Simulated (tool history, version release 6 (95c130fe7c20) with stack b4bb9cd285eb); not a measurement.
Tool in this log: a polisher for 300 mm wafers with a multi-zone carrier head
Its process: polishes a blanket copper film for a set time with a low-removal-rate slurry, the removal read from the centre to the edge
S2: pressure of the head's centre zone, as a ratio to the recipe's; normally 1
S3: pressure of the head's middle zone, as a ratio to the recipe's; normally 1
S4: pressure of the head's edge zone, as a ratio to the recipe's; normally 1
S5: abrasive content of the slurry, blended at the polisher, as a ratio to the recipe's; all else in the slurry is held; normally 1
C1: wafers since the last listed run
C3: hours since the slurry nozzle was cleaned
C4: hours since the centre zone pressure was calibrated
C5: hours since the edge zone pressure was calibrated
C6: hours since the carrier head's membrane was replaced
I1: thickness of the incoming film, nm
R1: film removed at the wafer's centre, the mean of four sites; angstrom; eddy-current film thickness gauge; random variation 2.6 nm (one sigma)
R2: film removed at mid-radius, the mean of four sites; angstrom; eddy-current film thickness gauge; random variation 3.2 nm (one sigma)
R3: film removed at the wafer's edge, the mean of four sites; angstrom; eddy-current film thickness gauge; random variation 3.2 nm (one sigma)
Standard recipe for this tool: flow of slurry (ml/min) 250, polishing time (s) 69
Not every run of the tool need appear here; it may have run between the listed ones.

Run 1, hour 0: usual settings but S3 1.05, polishing time (s) 86; C1 0; wafers polished on this pad 7; C3 92.5; C4 1152.1; C5 592.3; C6 1596.1; I1 743.5. Result: R1 2906 angstrom, R2 2845 angstrom, R3 2722 angstrom.
Run 2, hour 27.7: usual settings but S3 1.05, polishing time (s) 86; C1 196; wafers polished on this pad 204; C3 120.2; C4 1179.8; C5 620; C6 1623.8; I1 753.8. Result: R1 2875 angstrom, R2 2893 angstrom, R3 2715 angstrom.
At hour 100.1: carrier head's membrane replaced by a new one.
Run 3, hour 108.7: usual settings but flow of slurry (ml/min) 200, S2 1.06, S3 1.06, polishing time (s) 61; C1 539; wafers polished on this pad 744; C3 201.2; C4 1260.8; C5 701; C6 8.6; I1 755.7. Result: R1 2144 angstrom, R2 2050 angstrom, R3 1911 angstrom.
Run 4, hour 180.3: usual settings; C1 508; wafers polished on this pad 1252; C3 272.8; C4 1332.4; C5 772.6; C6 80.2; I1 754.5. Result: R1 2288 angstrom, R2 2236 angstrom, R3 2170 angstrom.
At hour 195.4: edge zone pressure recalibrated.
At hour 197.9: centre zone pressure recalibrated.
Run 5, hour 240.3: usual settings; C1 397; wafers polished on this pad 1650; C3 332.8; C4 42.4; C5 44.9; C6 140.2; I1 751.7. Result: R1 2312 angstrom, R2 2212 angstrom, R3 2210 angstrom.
Run 6, hour 283.1: usual settings; C1 303; wafers polished on this pad 1954; C3 375.6; C4 85.2; C5 87.7; C6 183; I1 758.1. Result: R1 2295 angstrom, R2 2231 angstrom, R3 2221 angstrom.
At hour 322.1: slurry nozzle cleaned.
Run 7, hour 328.5: usual settings but S4 0.95, polishing time (s) 89; C1 315; wafers polished on this pad 2270; C3 6.4; C4 130.6; C5 133.1; C6 228.4; I1 754.5. Result: R1 3030 angstrom, R2 2863 angstrom, R3 2794 angstrom.
At hour 354.6: worn pad replaced by a new one.
Run 8, hour 367: usual settings but S3 1.03, S5 1.2; C1 245; wafers polished on this pad 88; C3 44.9; C4 169.1; C5 171.6; C6 266.9; I1 751.3. Result: R1 2398 angstrom, R2 2323 angstrom, R3 2316 angstrom.
Run 9, hour 432.4: usual settings but S4 1.11, S5 0.9; C1 464; wafers polished on this pad 552; C3 110.3; C4 234.5; C5 237; C6 332.3; I1 747.6. Result: R1 2280 angstrom, R2 2218 angstrom, R3 2322 angstrom.
Run 10, hour 474.3: usual settings but S3 1.08; C1 297; wafers polished on this pad 850; C3 152.2; C4 276.4; C5 278.9; C6 374.2; I1 764.2. Result: R1 2291 angstrom, R2 2375 angstrom, R3 2207 angstrom.
Run 11, hour 540.5: usual settings; C1 470; wafers polished on this pad 1320; C3 218.4; C4 342.6; C5 345.1; C6 440.4; I1 763.1. Result: R1 2313 angstrom, R2 2188 angstrom, R3 2213 angstrom.
Run 12, hour 576.4: usual settings; C1 254; wafers polished on this pad 1575; C3 254.3; C4 378.5; C5 381; C6 476.3; I1 753.5. Result: R1 2321 angstrom, R2 2239 angstrom, R3 2218 angstrom.
Run 13, hour 604.9: usual settings but S2 0.94, S3 0.91; C1 202; wafers polished on this pad 1777; C3 282.8; C4 407; C5 409.5; C6 504.8; I1 759.5. Result: R1 2214 angstrom, R2 2079 angstrom, R3 2233 angstrom.
Run 14, hour 656.6: usual settings but flow of slurry (ml/min) 285, polishing time (s) 50; C1 367; wafers polished on this pad 2144; C3 334.5; C4 458.7; C5 461.2; C6 556.5; I1 744.6. Result: R1 1694 angstrom, R2 1644 angstrom, R3 1603 angstrom.
At hour 687.4: slurry nozzle cleaned.
Run 15, hour 703.4: usual settings but flow of slurry (ml/min) 200, S3 0.96; C1 325; wafers polished on this pad 2470; C3 16; C4 505.5; C5 508; C6 603.3; I1 761.8. Result: R1 2250 angstrom, R2 2116 angstrom, R3 2157 angstrom.
At hour 707.8: worn pad replaced by a new one.
Run 16, hour 762.7: usual settings but S2 0.9, S4 1.11; C1 392; wafers polished on this pad 389; C3 75.3; C4 564.8; C5 567.3; C6 662.6; I1 746.1. Result: R1 2067 angstrom, R2 2220 angstrom, R3 2302 angstrom.
Run 17, hour 812.4: usual settings; C1 352; wafers polished on this pad 742; C3 125; C4 614.5; C5 617; C6 712.3; I1 768.7. Result: R1 2348 angstrom, R2 2269 angstrom, R3 2198 angstrom.
Run 18, hour 848.4: usual settings but flow of slurry (ml/min) 170, S2 0.91, S3 0.92, S4 0.95; C1 255; wafers polished on this pad 998; C3 161; C4 650.5; C5 653; C6 748.3; I1 754.3. Result: R1 1976 angstrom, R2 1982 angstrom, R3 2095 angstrom.
At hour 856.5: edge zone pressure recalibrated.
Run 19, hour 917.4: usual settings but S2 0.93; C1 475; wafers polished on this pad 1474; C3 230; C4 719.5; C5 60.9; C6 817.3; I1 759.1. Result: R1 2161 angstrom, R2 2210 angstrom, R3 2222 angstrom.
Run 20, hour 945.8: usual settings but S5 0.8; C1 201; wafers polished on this pad 1675; C3 258.4; C4 747.9; C5 89.3; C6 845.7; I1 765.9. Result: R1 2205 angstrom, R2 2161 angstrom, R3 2120 angstrom.

Predict each of these 5 candidate next runs independently; none follows another, all start after run 20:
Run A, hour 946.2: usual settings but S3 0.89; C1 2; wafers polished on this pad 1678; C3 258.8; C4 748.3; C5 89.7; C6 846.1; I1 753.4. Result: R1 ?, R2 ?, R3 ?.
Run B, hour 946.2: usual settings but flow of slurry (ml/min) 300, S3 1.08, S5 0.9, polishing time (s) 81; C1 2; wafers polished on this pad 1678; C3 258.8; C4 748.3; C5 89.7; C6 846.1; I1 753.4. Result: R1 ?, R2 ?, R3 ?.
Run C, hour 946.2: usual settings but flow of slurry (ml/min) 330, S3 0.94; C1 2; wafers polished on this pad 1678; C3 258.8; C4 748.3; C5 89.7; C6 846.1; I1 753.4. Result: R1 ?, R2 ?, R3 ?.
Run D, hour 946.2: usual settings but S5 0.8, polishing time (s) 49; C1 2; wafers polished on this pad 1678; C3 258.8; C4 748.3; C5 89.7; C6 846.1; I1 753.4. Result: R1 ?, R2 ?, R3 ?.
Run E, hour 946.2: usual settings but S2 1.11, S3 0.96; C1 2; wafers polished on this pad 1678; C3 258.8; C4 748.3; C5 89.7; C6 846.1; I1 753.4. Result: R1 ?, R2 ?, R3 ?.

run    R1    R2    R3
  A  2302  2027  2234
  B  2697  2786  2593
  C  2363  2171  2273
  D  1566  1519  1516
  E  2558  2158  2232
The same runs, with their run-to-run variation unchanged, on a tool lacking any hidden condition would have given:
run    R1    R2    R3
  A  2302  2027  2234
  B  2697  2786  2593
  C  2363  2171  2273
  D  1566  1519  1516
  E  2558  2158  2232

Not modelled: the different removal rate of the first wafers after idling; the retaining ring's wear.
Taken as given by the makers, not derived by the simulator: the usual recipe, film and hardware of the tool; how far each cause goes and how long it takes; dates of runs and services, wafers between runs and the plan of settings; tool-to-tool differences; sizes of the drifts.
